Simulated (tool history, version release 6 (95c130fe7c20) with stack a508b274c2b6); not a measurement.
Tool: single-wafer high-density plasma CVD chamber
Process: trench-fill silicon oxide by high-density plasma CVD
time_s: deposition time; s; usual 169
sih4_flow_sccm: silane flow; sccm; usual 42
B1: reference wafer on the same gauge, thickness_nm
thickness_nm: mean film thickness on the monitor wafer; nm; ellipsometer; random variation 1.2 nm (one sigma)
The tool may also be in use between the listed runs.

{"run": 1, "day": 0.0, "time_s": 169, "sih4_flow_sccm": 37, "B1": 604.98, "thickness_nm": 651.276}
{"run": 2, "day": 0.533, "time_s": 169, "sih4_flow_sccm": 37, "B1": 604.768, "thickness_nm": 650.228}
{"run": 3, "day": 1.246, "time_s": 169, "sih4_flow_sccm": 39, "B1": 604.965, "thickness_nm": 681.797}
{"run": 4, "day": 1.742, "time_s": 169, "sih4_flow_sccm": 39, "B1": 605.095, "thickness_nm": 683.95}
{"run": 5, "day": 2.121, "time_s": 169, "sih4_flow_sccm": 39, "B1": 605.104, "thickness_nm": 682.436}
{"run": 6, "day": 2.604, "time_s": 157, "sih4_flow_sccm": 42, "B1": 604.863, "thickness_nm": 676.718}
{"run": 7, "day": 3.142, "time_s": 157, "sih4_flow_sccm": 42, "B1": 604.946, "thickness_nm": 678.925}
{"run": 8, "day": 3.642, "time_s": 157, "sih4_flow_sccm": 42, "B1": 605.055, "thickness_nm": 678.752}
{"run": 9, "day": 4.296, "time_s": 147, "sih4_flow_sccm": 42, "B1": 605.02, "thickness_nm": 636.815}
{"run": 10, "day": 4.571, "time_s": 147, "sih4_flow_sccm": 42, "B1": 604.995, "thickness_nm": 635.331}
{"run": 11, "day": 5.179, "time_s": 169, "sih4_flow_sccm": 42, "B1": 604.97, "thickness_nm": 729.843}
{"run": 12, "day": 5.567, "time_s": 169, "sih4_flow_sccm": 42, "B1": 604.898, "thickness_nm": 731.031}
{"run": 13, "day": 6.238, "time_s": 169, "sih4_flow_sccm": 42, "B1": 605.164, "thickness_nm": 732.367}
{"run": 14, "day": 6.946, "time_s": 169, "sih4_flow_sccm": 42, "B1": 605.184, "thickness_nm": 731.545}
{"day": 7.1, "done": "gauge calibrated"}
{"run": 15, "day": 7.296, "time_s": 169, "sih4_flow_sccm": 42, "B1": 604.975, "thickness_nm": 730.062}
{"run": 16, "day": 7.612, "time_s": 185, "sih4_flow_sccm": 36, "B1": 605.043, "thickness_nm": 697.412}
{"run": 17, "day": 7.979, "time_s": 185, "sih4_flow_sccm": 36, "B1": 604.957, "thickness_nm": 698.04}
{"run": 18, "day": 8.425, "time_s": 169, "sih4_flow_sccm": 42, "B1": 604.804, "thickness_nm": 731.336}
{"run": 19, "day": 9.158, "time_s": 169, "sih4_flow_sccm": 42, "B1": 604.645, "thickness_nm": 733.213}
{"run": 20, "day": 9.554, "time_s": 169, "sih4_flow_sccm": 42, "B1": 604.883, "thickness_nm": 733.594}
{"run": 21, "day": 10.296, "time_s": 169, "sih4_flow_sccm": 42, "B1": 604.649, "thickness_nm": 733.799}
{"run": 22, "day": 10.829, "time_s": 169, "sih4_flow_sccm": 42, "B1": 604.905, "thickness_nm": 731.829}
{"run": 23, "day": 11.4, "time_s": 151, "sih4_flow_sccm": 46, "B1": 604.988, "thickness_nm": 710.819}
{"run": 24, "day": 11.792, "time_s": 179, "sih4_flow_sccm": 45, "B1": 604.916, "thickness_nm": 827.919}
{"day": 12.575, "done": "silane flow controller replaced"}
{"run": 25, "day": 12.596, "time_s": 142, "sih4_flow_sccm": 48, "B1": 605.058, "thickness_nm": 653.611}
{"run": 26, "day": 13.146, "time_s": 194, "sih4_flow_sccm": 42, "B1": 605.037, "thickness_nm": 790.227}
{"run": 27, "day": 13.712, "time_s": 169, "sih4_flow_sccm": 42, "B1": 605.358, "thickness_nm": 687.311}
{"run": 28, "day": 14.238, "time_s": 156, "sih4_flow_sccm": 35, "B1": 604.886, "thickness_nm": 539.251}
{"run": 29, "day": 14.75, "time_s": 169, "sih4_flow_sccm": 35, "B1": 604.797, "thickness_nm": 583.139}
{"run": 30, "day": 15.088, "time_s": 182, "sih4_flow_sccm": 42, "B1": 604.936, "thickness_nm": 741.424}
{"run": 31, "day": 15.571, "time_s": 150, "sih4_flow_sccm": 49, "B1": 605.141, "thickness_nm": 703.425}
{"run": 32, "day": 16.0, "time_s": 140, "sih4_flow_sccm": 50, "B1": 605.114, "thickness_nm": 671.028}
{"run": 33, "day": 16.292, "time_s": 143, "sih4_flow_sccm": 42, "B1": 604.888, "thickness_nm": 582.133}
{"run": 34, "day": 16.779, "time_s": 144, "sih4_flow_sccm": 39, "B1": 605.219, "thickness_nm": 548.895}
{"run": 35, "day": 17.296, "time_s": 143, "sih4_flow_sccm": 46, "B1": 604.875, "thickness_nm": 633.542}
{"run": 36, "day": 17.846, "time_s": 160, "sih4_flow_sccm": 42, "B1": 604.912, "thickness_nm": 653.132}
{"run": 37, "day": 18.121, "time_s": 148, "sih4_flow_sccm": 42, "B1": 605.009, "thickness_nm": 603.307}
{"run": 38, "day": 18.458, "time_s": 169, "sih4_flow_sccm": 45, "B1": 604.887, "thickness_nm": 734.129}
{"run": 39, "day": 19.029, "time_s": 191, "sih4_flow_sccm": 46, "B1": 604.989, "thickness_nm": 844.97}
{"run": 40, "day": 19.454, "time_s": 169, "sih4_flow_sccm": 42, "B1": 605.102, "thickness_nm": 689.254}
{"run": 41, "day": 20.033, "time_s": 150, "sih4_flow_sccm": 35, "B1": 605.037, "thickness_nm": 516.683}
{"run": 42, "day": 20.558, "time_s": 169, "sih4_flow_sccm": 42, "B1": 604.926, "thickness_nm": 691.26}
{"run": 43, "day": 21.104, "time_s": 169, "sih4_flow_sccm": 42, "B1": 605.071, "thickness_nm": 690.669}
{"run": 44, "day": 21.779, "time_s": 181, "sih4_flow_sccm": 49, "B1": 604.841, "thickness_nm": 848.954}
{"run": 45, "day": 23.646, "time_s": 169, "sih4_flow_sccm": 42, "B1": 604.795, "thickness_nm": 689.75}
{"run": 46, "day": 23.946, "time_s": 143, "sih4_flow_sccm": 40, "B1": 605.071, "thickness_nm": 558.136}

5 ways to go on from here, each from the tool as it stands after run 46. What would each give?
{"run": "A", "day": 23.962, "time_s": 169, "sih4_flow_sccm": 42, "B1": "?", "thickness_nm": "?"}
{"run": "B", "day": 23.962, "time_s": 186, "sih4_flow_sccm": 44, "B1": "?", "thickness_nm": "?"}
{"run": "C", "day": 23.962, "time_s": 190, "sih4_flow_sccm": 46, "B1": "?", "thickness_nm": "?"}
{"run": "D", "day": 23.962, "time_s": 181, "sih4_flow_sccm": 42, "B1": "?", "thickness_nm": "?"}
{"run": "E", "day": 23.962, "time_s": 156, "sih4_flow_sccm": 39, "B1": "?", "thickness_nm": "?"}

run=A B1=604.711 thickness_nm=691.844
run=B B1=604.711 thickness_nm=794.490
run=C B1=604.711 thickness_nm=845.338
run=D B1=604.711 thickness_nm=740.969
run=E B1=604.711 thickness_nm=597.044
Without the tool's hidden state the same runs would have given:
run=A thickness_nm=696.123
run=B thickness_nm=799.404
run=C thickness_nm=850.566
run=D thickness_nm=745.552
run=E thickness_nm=600.737
